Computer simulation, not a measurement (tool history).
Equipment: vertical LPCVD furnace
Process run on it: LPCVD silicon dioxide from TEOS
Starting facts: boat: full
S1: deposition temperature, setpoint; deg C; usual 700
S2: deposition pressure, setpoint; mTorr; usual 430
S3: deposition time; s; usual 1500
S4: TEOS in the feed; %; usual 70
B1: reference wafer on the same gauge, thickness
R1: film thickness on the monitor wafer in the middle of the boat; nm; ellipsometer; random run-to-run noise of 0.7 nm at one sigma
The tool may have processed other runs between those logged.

| run | hour | S1 | S2 | S3 | S4 | B1 | R1 |
|---|---|---|---|---|---|---|---|
| 1 | 0.0 | 696 | 430 | 1500 | 70 | 239.94 | 215.35 |
| 2 | 33.3 | 696 | 430 | 1500 | 70 | 239.83 | 214.77 |
| 3 | 66.3 | 700 | 430 | 1950 | 70 | 239.64 | 305.72 |
| 4 | 81.8 | 700 | 430 | 1950 | 70 | 239.94 | 306.97 |
| 5 | 109.6 | 700 | 430 | 1950 | 70 | 240.06 | 307.13 |
| 6 | 144.8 | 700 | 430 | 1500 | 70 | 239.97 | 234.71 |
| 7 | 161.6 | 696 | 430 | 1500 | 63 | 239.96 | 204.21 |
| 8 | 244.1 | 696 | 430 | 1500 | 63 | 239.95 | 204.60 |
| 9 | 259.7 | 700 | 510 | 1500 | 77 | 240.02 | 269.86 |
| 10 | 291.9 | 700 | 510 | 1500 | 77 | 239.71 | 270.61 |
| 11 | 338.6 | 700 | 510 | 1500 | 77 | 239.92 | 269.21 |
| 12 | 342.5 | 700 | 430 | 1500 | 70 | 240.06 | 236.47 |
| 13 | 367.8 | 700 | 430 | 1500 | 70 | 240.03 | 235.98 |
| 14 | 399.7 | 700 | 430 | 1500 | 70 | 240.39 | 236.93 |
| 15 | 423.7 | 700 | 430 | 1500 | 60 | 240.27 | 219.00 |
| 16 | 452.2 | 700 | 430 | 1500 | 70 | 240.13 | 237.21 |
| 17 | 525.3 | 690 | 525 | 1770 | 76 | 239.97 | 229.47 |
| 18 | 588.9 | 700 | 430 | 2010 | 62 | 239.81 | 271.19 |
| 19 | 622.0 | 700 | 495 | 1020 | 70 | 240.27 | 156.68 |
| 20 | 647.6 | 690 | 430 | 1680 | 70 | 240.07 | 191.18 |
| 21 | 660.1 | 700 | 390 | 1500 | 70 | 240.13 | 204.63 |
| 22 | 689.5 | 700 | 430 | 1500 | 70 | 240.03 | 215.92 |
| 23 | 723.9 | 700 | 430 | 1500 | 70 | 239.77 | 215.25 |
| 24 | 743.6 | 708 | 330 | 1830 | 79 | 240.09 | 295.61 |
| 25 | 756.5 | 700 | 335 | 1500 | 70 | 239.73 | 191.55 |
| 26 | 788.3 | 700 | 520 | 1500 | 63 | 239.87 | 226.88 |
| 27 | 800.3 | 700 | 430 | 1500 | 70 | 239.83 | 217.02 |
| 28 | 817.2 | 700 | 430 | 1740 | 58 | 240.43 | 229.38 |
| 29 | 851.8 | 710 | 515 | 1890 | 70 | 239.86 | 377.16 |

Between the runs listed above, the log contained 4 entries, not reproduced here. Where in the sequence does each belong, and how does what the log doesn't record of the tool's condition differ from the listed run before to the listed run after?
Logged between run 10 and run 11: pressure gauge zeroed (hour 338.1)
  both runs share identical hidden conditions
  what was measured, less what the result would be without the hidden state, R1: +26.24 -> +26.14 nm
Logged between run 16 and run 17: thermocouples replaced and temperature profile calibrated (hour 507.4); TEOS flow controller replaced (hour 524.8)
  true tube temperature minus thermocouple reading, K: 4.43 -> 0.0566
  what was measured, less what the result would be without the hidden state, R1: +23.11 -> +0.31 nm
Logged between run 19 and run 20: gauge calibrated (hour 625.6)
  true tube temperature minus thermocouple reading, K: 0.3 -> 0.362
  what was measured, less what the result would be without the hidden state, R1: +1.09 -> +1.64 nm
